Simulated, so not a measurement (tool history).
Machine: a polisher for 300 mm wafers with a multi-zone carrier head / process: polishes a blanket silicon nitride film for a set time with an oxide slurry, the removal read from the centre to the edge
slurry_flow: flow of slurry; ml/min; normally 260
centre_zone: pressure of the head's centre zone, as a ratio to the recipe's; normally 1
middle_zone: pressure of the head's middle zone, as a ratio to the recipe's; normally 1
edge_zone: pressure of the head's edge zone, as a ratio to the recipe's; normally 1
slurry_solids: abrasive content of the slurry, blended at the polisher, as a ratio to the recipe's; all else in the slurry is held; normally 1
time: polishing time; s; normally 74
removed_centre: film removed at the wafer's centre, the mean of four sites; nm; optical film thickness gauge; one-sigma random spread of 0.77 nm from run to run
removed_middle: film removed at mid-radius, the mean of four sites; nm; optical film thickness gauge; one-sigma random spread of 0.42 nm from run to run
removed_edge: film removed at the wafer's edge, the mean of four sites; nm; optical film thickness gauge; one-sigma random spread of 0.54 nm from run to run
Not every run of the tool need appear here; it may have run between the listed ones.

| run | hour | slurry_flow | centre_zone | middle_zone | edge_zone | slurry_solids | time | incoming thickness of the incoming film, nm | removed_centre | removed_middle | removed_edge |
|---|---|---|---|---|---|---|---|---|---|---|---|
| 1 | 0 | 260 | 0.92 | 1 | 1 | 1 | 74 | 499.2 | 59.5 | 65.8 | 67.6 |
| 2 | 52.8 | 260 | 0.92 | 1 | 1 | 1 | 74 | 502.4 | 59.8 | 65 | 66.8 |
|  | 74.4 | slurry nozzle cleaned |
| 3 | 83.2 | 260 | 1 | 1 | 1 | 1 | 74 | 505.6 | 70.5 | 68.6 | 70.2 |
| 4 | 177.7 | 260 | 1 | 1 | 1 | 1 | 74 | 502.5 | 68.7 | 68.4 | 68.5 |
| 5 | 203 | 260 | 1 | 1 | 1 | 1 | 74 | 505.3 | 67.5 | 68.6 | 68.3 |
| 6 | 245.4 | 260 | 1 | 1 | 1 | 1 | 74 | 497.5 | 67.1 | 67.1 | 68.4 |
|  | 279.6 | worn pad replaced by a new one |
|  | 310.9 | carrier head's membrane replaced by a new one |
| 7 | 311.4 | 260 | 0.92 | 1 | 1.04 | 0.85 | 74 | 495.4 | 57.7 | 62.7 | 64.7 |
| 8 | 343.6 | 260 | 1 | 1.08 | 1.04 | 1.1 | 99 | 505.8 | 94.4 | 99.3 | 96.6 |
| 9 | 405.9 | 260 | 0.92 | 1 | 1 | 1 | 74 | 498.2 | 61.7 | 67.6 | 67.8 |
| 10 | 456.7 | 215 | 1 | 1 | 1 | 1.1 | 59 | 499.6 | 54.8 | 54 | 55.2 |
|  | 516.5 | centre zone pressure recalibrated |
|  | 578 | worn pad replaced by a new one |
| 11 | 622.7 | 260 | 1 | 1 | 1 | 1 | 74 | 502 | 66 | 65.3 | 67.6 |
| 12 | 663.2 | 260 | 1 | 1 | 1 | 1 | 74 | 504.1 | 65.9 | 65.8 | 66.9 |
|  | 708.9 | edge zone pressure recalibrated |
| 13 | 735 | 175 | 0.92 | 1.11 | 0.95 | 1 | 74 | 497.9 | 57.3 | 67.4 | 62.2 |
| 14 | 788.9 | 260 | 1.04 | 1 | 1 | 1.15 | 74 | 493 | 72.5 | 68.7 | 70.2 |
| 15 | 814 | 260 | 1 | 1 | 1 | 1 | 74 | 506.2 | 65.9 | 65.2 | 66.7 |
|  | 865.8 | worn pad replaced by a new one |
| 16 | 878.3 | 260 | 1 | 1 | 1 | 1.25 | 74 | 504.5 | 70.7 | 71.2 | 72.4 |
| 17 | 947 | 320 | 1 | 1.11 | 1 | 0.9 | 98 | 503.5 | 86.2 | 92.5 | 86.1 |
|  | 960.8 | slurry nozzle cleaned |
| 18 | 1012.5 | 260 | 1 | 1 | 1 | 1.25 | 74 | 498.3 | 73.3 | 74.4 | 75.2 |
| 19 | 1043.6 | 260 | 1 | 1 | 1 | 1.3 | 74 | 502.6 | 76.3 | 75.7 | 76.2 |
| 20 | 1141.5 | 260 | 1 | 1 | 1 | 1 | 74 | 494.1 | 68.1 | 67.3 | 67.9 |
| 21 | 1168.7 | 260 | 1.11 | 1 | 1 | 1 | 53 | 494.5 | 53.8 | 48.1 | 48.5 |

Here are 4 independent what-if runs from the current tool condition. What would each one return?
| A | 1169.1 | 260 | 1 | 1 | 1 | 1 | 74 | 507.8 | ? | ? | ? |
| B | 1169.1 | 260 | 1.1 | 0.92 | 1 | 1 | 95 | 507.8 | ? | ? | ? |
| C | 1169.1 | 300 | 1.03 | 1 | 1 | 1.1 | 74 | 507.8 | ? | ? | ? |
| D | 1169.1 | 260 | 1 | 1 | 1 | 1 | 88 | 507.8 | ? | ? | ? |

| run | removed_centre | removed_middle | removed_edge |
|---|---|---|---|
| A | 66.9 | 67.1 | 68.6 |
| B | 94.5 | 80.3 | 88.1 |
| C | 72.9 | 70.9 | 72.1 |
| D | 79.6 | 79.8 | 81.6 |
With no hidden state in the tool, these same runs would have given:
| run | removed_centre | removed_middle | removed_edge |
|---|---|---|---|
| A | 69 | 69 | 70 |
| B | 97.4 | 82.5 | 90 |
| C | 74.9 | 72.6 | 73.5 |
| D | 82 | 82 | 83.3 |

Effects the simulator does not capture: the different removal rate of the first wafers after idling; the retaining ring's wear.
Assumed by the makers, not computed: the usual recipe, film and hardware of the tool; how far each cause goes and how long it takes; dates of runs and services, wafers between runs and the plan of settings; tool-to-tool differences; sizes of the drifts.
